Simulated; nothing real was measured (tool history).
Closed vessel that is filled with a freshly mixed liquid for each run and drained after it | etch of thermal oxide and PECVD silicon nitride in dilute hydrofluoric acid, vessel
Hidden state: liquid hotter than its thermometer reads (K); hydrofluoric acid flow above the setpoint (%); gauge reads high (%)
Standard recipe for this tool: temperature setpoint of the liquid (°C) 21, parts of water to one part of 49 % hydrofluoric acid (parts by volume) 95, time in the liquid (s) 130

run,hour,temperature setpoint of the liquid (°C),parts of water to one part of 49 % hydrofluoric acid (parts by volume),time in the liquid (s),wafers since the last listed run,hours since the thermometer was replaced,hours since the hydrofluoric acid flow meter was replaced,hours since the gauge calibration,"read-back film thickness of the thermal oxide reference wafer, read on the same gauge (nm)","read-back film thickness of the PECVD silicon nitride reference wafer, read on the same gauge (nm)",thickness taken off the thermal oxide on a monitor wafer (angstrom),thickness taken off the PECVD silicon nitride on a monitor wafer (angstrom)
1,0,21,95,130,0,32.9,46.6,371.3,110,100.049,57,27.23
2,6.9,21,95,130,838,39.8,53.5,378.2,110,100.019,56.5,27.65
3,18.4,25,95,95,1397,51.3,65,389.7,109.98,100.017,48.4,25.62
4,29.1,24,110,130,1300,62,75.7,400.4,110,100.026,54.2,28.35
5,37.7,24,110,130,1044,70.6,84.3,409,109.97,100,54.6,28.08
6,52,21,95,130,1737,84.9,98.6,423.3,109.99,99.99,57.2,26.41
7,59.8,17,65,130,947,92.7,106.4,431.1,110.01,100.016,72.9,29.85
8,66.8,21,55,130,850,99.7,113.4,438.1,110,99.957,103.9,46.54
9,74.9,21,45,130,984,107.8,121.5,446.2,110,99.982,127.1,55.97
# hour 87.4: gauge calibrated
10,92.3,21,95,130,2114,125.2,138.9,4.9,110,99.985,56.5,27.5
11,107.2,18,80,50,1810,140.1,153.8,19.8,110.03,100.019,23.7,10.05
12,114.2,21,115,130,850,147.1,160.8,26.8,110.01,99.981,46.3,22.74
13,121.9,17,80,175,935,154.8,168.5,34.5,109.99,100.038,78.8,33.16
14,138,24.5,95,130,1956,170.9,184.6,50.6,109.99,100.029,65.4,34.55
15,150.2,21,65,180,1482,183.1,196.8,62.8,110,99.979,119.7,54.31
16,162.6,21,65,130,1506,195.5,209.2,75.2,109.99,99.995,86.5,38.99
17,178.5,21,95,150,1931,211.4,225.1,91.1,110,99.988,66.6,31.65
18,191.9,21,95,130,1628,224.8,238.5,104.5,109.99,100.007,58.2,27.19
19,199.3,21,50,185,899,232.2,245.9,111.9,109.96,100.043,162.9,73.77
20,211.3,19.5,60,200,1458,244.2,257.9,123.9,109.98,100.023,137.4,58.86
21,227,17.5,95,130,1907,259.9,273.6,139.6,109.96,100.022,49.6,21.78
22,235.1,18,50,130,984,268,281.7,147.7,109.98,100.016,101.8,41.4
23,244.9,21,95,105,1190,277.8,291.5,157.5,109.98,100.036,46.7,21.51
24,262.1,21,95,130,2089,295,308.7,174.7,110.02,100.006,58.1,27.29
25,269.6,21,95,130,911,302.5,316.2,182.2,110.01,100.007,57.4,27.47
26,285.6,21,95,185,1944,318.5,332.2,198.2,110.03,100.04,82.4,38.61

Per-run results on a tool with no hidden state, each run keeping its own random variation:
run,thickness taken off the thermal oxide on a monitor wafer (angstrom),thickness taken off the PECVD silicon nitride on a monitor wafer (angstrom)
1,56.2,26.88
2,55.7,27.29
3,47.7,25.26
4,53.3,27.94
5,53.7,27.66
6,56.2,26
7,71.6,29.37
8,102,45.77
9,124.7,55.02
10,55.4,27
11,23.2,9.86
12,45.3,22.29
13,77,32.5
14,63.8,33.82
15,116.9,53.14
16,84.4,38.13
17,64.9,30.92
18,56.6,26.54
19,158.6,71.97
20,133.6,57.38
21,48.1,21.22
22,98.9,40.32
23,45.3,20.93
24,56.3,26.52
25,55.6,26.69
26,79.7,37.48

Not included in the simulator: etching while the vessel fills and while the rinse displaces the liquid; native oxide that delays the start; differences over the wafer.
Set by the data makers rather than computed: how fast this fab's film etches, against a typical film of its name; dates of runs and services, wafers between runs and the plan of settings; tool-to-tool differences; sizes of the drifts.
